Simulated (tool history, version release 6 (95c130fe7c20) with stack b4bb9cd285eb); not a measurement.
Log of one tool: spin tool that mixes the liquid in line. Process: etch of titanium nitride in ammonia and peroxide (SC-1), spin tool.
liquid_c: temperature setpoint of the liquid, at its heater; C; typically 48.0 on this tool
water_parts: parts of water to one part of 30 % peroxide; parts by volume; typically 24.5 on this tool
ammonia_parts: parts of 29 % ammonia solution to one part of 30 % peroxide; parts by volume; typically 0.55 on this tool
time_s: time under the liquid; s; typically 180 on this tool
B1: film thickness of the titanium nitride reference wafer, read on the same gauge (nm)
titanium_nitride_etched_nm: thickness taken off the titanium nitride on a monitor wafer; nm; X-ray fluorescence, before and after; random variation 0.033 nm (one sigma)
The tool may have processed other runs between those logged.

{"run": 1, "hour": 0.0, "liquid_c": 48.0, "water_parts": 24.5, "ammonia_parts": 0.55, "time_s": 180, "B1": 50.014, "titanium_nitride_etched_nm": 3.415}
{"run": 2, "hour": 64.8, "liquid_c": 48.0, "water_parts": 24.5, "ammonia_parts": 0.55, "time_s": 180, "B1": 49.998, "titanium_nitride_etched_nm": 3.399}
{"run": 3, "hour": 100.5, "liquid_c": 48.0, "water_parts": 24.5, "ammonia_parts": 0.55, "time_s": 180, "B1": 49.964, "titanium_nitride_etched_nm": 3.376}
{"hour": 173.7, "done": "new drum of ammonia solution connected"}
{"run": 4, "hour": 185.4, "liquid_c": 48.0, "water_parts": 24.5, "ammonia_parts": 0.55, "time_s": 180, "B1": 50.017, "titanium_nitride_etched_nm": 3.393}
{"run": 5, "hour": 235.4, "liquid_c": 48.0, "water_parts": 24.5, "ammonia_parts": 0.55, "time_s": 180, "B1": 49.965, "titanium_nitride_etched_nm": 3.35}
{"hour": 292.0, "done": "heated supply line repaired"}
{"run": 6, "hour": 302.9, "liquid_c": 48.0, "water_parts": 24.5, "ammonia_parts": 0.55, "time_s": 180, "B1": 50.01, "titanium_nitride_etched_nm": 3.348}
{"hour": 304.3, "done": "gauge calibrated"}
{"run": 7, "hour": 368.2, "liquid_c": 40.0, "water_parts": 24.5, "ammonia_parts": 0.55, "time_s": 180, "B1": 49.991, "titanium_nitride_etched_nm": 1.882}
{"hour": 383.8, "done": "ammonia flow meter replaced"}
{"run": 8, "hour": 399.2, "liquid_c": 48.0, "water_parts": 24.5, "ammonia_parts": 0.55, "time_s": 180, "B1": 50.004, "titanium_nitride_etched_nm": 3.288}
{"run": 9, "hour": 424.9, "liquid_c": 48.0, "water_parts": 24.5, "ammonia_parts": 0.85, "time_s": 180, "B1": 50.037, "titanium_nitride_etched_nm": 3.562}
{"hour": 437.7, "done": "thermometer replaced"}
{"run": 10, "hour": 473.6, "liquid_c": 48.0, "water_parts": 24.5, "ammonia_parts": 0.45, "time_s": 180, "B1": 50.009, "titanium_nitride_etched_nm": 2.943}
{"run": 11, "hour": 529.8, "liquid_c": 40.0, "water_parts": 24.5, "ammonia_parts": 0.65, "time_s": 180, "B1": 49.999, "titanium_nitride_etched_nm": 1.729}
{"run": 12, "hour": 576.7, "liquid_c": 43.5, "water_parts": 24.5, "ammonia_parts": 0.55, "time_s": 180, "B1": 50.012, "titanium_nitride_etched_nm": 2.184}
{"hour": 598.1, "done": "thermometer replaced, repeated, since the last time left the tool worse"}
{"hour": 625.6, "done": "new drum of ammonia solution connected"}
{"run": 13, "hour": 640.2, "liquid_c": 48.0, "water_parts": 24.5, "ammonia_parts": 0.55, "time_s": 180, "B1": 49.937, "titanium_nitride_etched_nm": 3.83}
{"run": 14, "hour": 683.0, "liquid_c": 48.0, "water_parts": 24.5, "ammonia_parts": 0.55, "time_s": 180, "B1": 50.025, "titanium_nitride_etched_nm": 3.771}
{"run": 15, "hour": 728.9, "liquid_c": 43.5, "water_parts": 32.5, "ammonia_parts": 0.4, "time_s": 180, "B1": 49.987, "titanium_nitride_etched_nm": 2.19}
{"run": 16, "hour": 785.3, "liquid_c": 45.5, "water_parts": 33.5, "ammonia_parts": 0.4, "time_s": 80, "B1": 49.964, "titanium_nitride_etched_nm": 1.111}
{"run": 17, "hour": 820.8, "liquid_c": 40.5, "water_parts": 24.5, "ammonia_parts": 0.3, "time_s": 180, "B1": 49.97, "titanium_nitride_etched_nm": 1.937}

Each row is a separate what-if for the run after 17, all from the same tool condition, not one after another. Results?
{"run": "A", "hour": 821.3, "liquid_c": 48.0, "water_parts": 30.5, "ammonia_parts": 0.55, "time_s": 180, "B1": "?", "titanium_nitride_etched_nm": "?"}
{"run": "B", "hour": 821.3, "liquid_c": 48.0, "water_parts": 24.5, "ammonia_parts": 0.55, "time_s": 255, "B1": "?", "titanium_nitride_etched_nm": "?"}
{"run": "C", "hour": 821.3, "liquid_c": 57.0, "water_parts": 31.5, "ammonia_parts": 0.55, "time_s": 75, "B1": "?", "titanium_nitride_etched_nm": "?"}

run=A B1=50.026 titanium_nitride_etched_nm=3.352
run=B B1=50.026 titanium_nitride_etched_nm=5.378
run=C B1=50.026 titanium_nitride_etched_nm=2.546
With no hidden state in the tool, these same runs would have given:
run=A titanium_nitride_etched_nm=3.419
run=B titanium_nitride_etched_nm=5.485
run=C titanium_nitride_etched_nm=2.594

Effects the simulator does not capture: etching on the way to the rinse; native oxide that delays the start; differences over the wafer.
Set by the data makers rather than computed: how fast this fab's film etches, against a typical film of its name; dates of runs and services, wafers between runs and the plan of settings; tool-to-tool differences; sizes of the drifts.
